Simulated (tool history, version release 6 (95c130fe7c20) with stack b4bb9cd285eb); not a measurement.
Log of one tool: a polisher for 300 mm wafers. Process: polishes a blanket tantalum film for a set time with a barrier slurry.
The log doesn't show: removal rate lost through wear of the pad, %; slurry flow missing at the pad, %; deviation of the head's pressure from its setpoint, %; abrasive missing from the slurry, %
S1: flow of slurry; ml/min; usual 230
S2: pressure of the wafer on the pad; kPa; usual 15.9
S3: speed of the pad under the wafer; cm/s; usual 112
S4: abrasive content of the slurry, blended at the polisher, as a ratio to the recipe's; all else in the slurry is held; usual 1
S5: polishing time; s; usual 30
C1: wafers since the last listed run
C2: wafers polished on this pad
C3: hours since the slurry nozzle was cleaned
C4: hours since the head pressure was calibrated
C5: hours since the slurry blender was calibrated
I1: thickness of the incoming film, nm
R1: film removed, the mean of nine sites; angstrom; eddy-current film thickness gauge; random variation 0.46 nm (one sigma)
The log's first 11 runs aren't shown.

run,hour,S1,S2,S3,S4,S5,C1,C2,C3,C4,C5,I1,R1
# hour 1247: worn pad replaced by a new one, of another model than before
12,1322.6,230,15.9,112,1,20,820,749,346.9,627.9,398.6,470.5,454
13,1367.6,230,15.9,112,1,30,446,1196,391.9,672.9,443.6,468.2,678
14,1468.1,265,17.9,112,1,30,997,2193,492.4,773.4,544.1,464.3,747
15,1509.8,230,11.7,112,0.7,30,413,2607,534.1,815.1,585.8,464.2,475
16,1562,230,15.9,112,1,30,518,3125,586.3,867.3,638,469.2,674
17,1616.2,230,15.9,112,1,30,537,3663,640.5,921.5,692.2,463.9,663
# hour 1621.5: head pressure recalibrated
# hour 1654.4: slurry nozzle cleaned
18,1697.9,295,20,94,1,30,781,4444,43.5,76.4,773.9,469.2,749
# hour 1710: slurry blender recalibrated
19,1966.5,230,15.9,112,1,30,2645,7090,312.1,345,256.5,471.7,684
# hour 2027.8: worn pad replaced by a new one
20,2064.4,185,15.9,100,1,35,931,363,410,442.9,354.4,470.9,741
21,2133.8,230,15.9,112,1,30,688,1051,479.4,512.3,423.8,478,666
22,2170.8,230,15.9,112,1,30,367,1419,516.4,549.3,460.8,475.9,665
23,2261.7,230,15.9,112,1,30,902,2321,607.3,640.2,551.7,478.5,672
24,2354.2,230,15.9,124,1.3,36,917,3239,699.8,732.7,644.2,472.2,909
# hour 2371: slurry nozzle cleaned
# hour 2419.4: slurry blender recalibrated
25,2445,230,20.7,126,0.8,30,871,4110,74,823.5,25.6,469.8,894
26,2524.8,160,15.9,112,1,30,791,4902,153.8,903.3,105.4,470.1,693
27,2601.2,305,17.9,136,1.15,30,758,5660,230.2,979.7,181.8,471.8,903
28,2645.9,230,15.9,112,1,39,443,6104,274.9,1024.4,226.5,470.9,906
# hour 2670.4: head pressure recalibrated
29,2743.2,180,18.6,88,1,33,945,7049,372.2,72.8,323.8,464.7,759
30,2823.4,230,13.1,112,1,27,795,7845,452.4,153,404,471.6,534
# hour 2854.9: worn pad replaced by a new one
31,2901.6,155,15.9,112,1.15,40,736,463,530.6,231.2,482.2,474.8,926

3 ways to go on from here, each from the tool as it stands after run 31. What would each give?
A,2902,230,15.9,112,1,30,3,467,531,231.6,482.6,462.6,?
B,2902,160,11,92,0.8,30,3,467,531,231.6,482.6,462.6,?
C,2902,230,15.9,112,1.25,30,3,467,531,231.6,482.6,462.6,?

run,R1
A,669
B,422
C,714
Without the tool's hidden state the same runs would have given:
run,R1
A,717
B,456
C,758

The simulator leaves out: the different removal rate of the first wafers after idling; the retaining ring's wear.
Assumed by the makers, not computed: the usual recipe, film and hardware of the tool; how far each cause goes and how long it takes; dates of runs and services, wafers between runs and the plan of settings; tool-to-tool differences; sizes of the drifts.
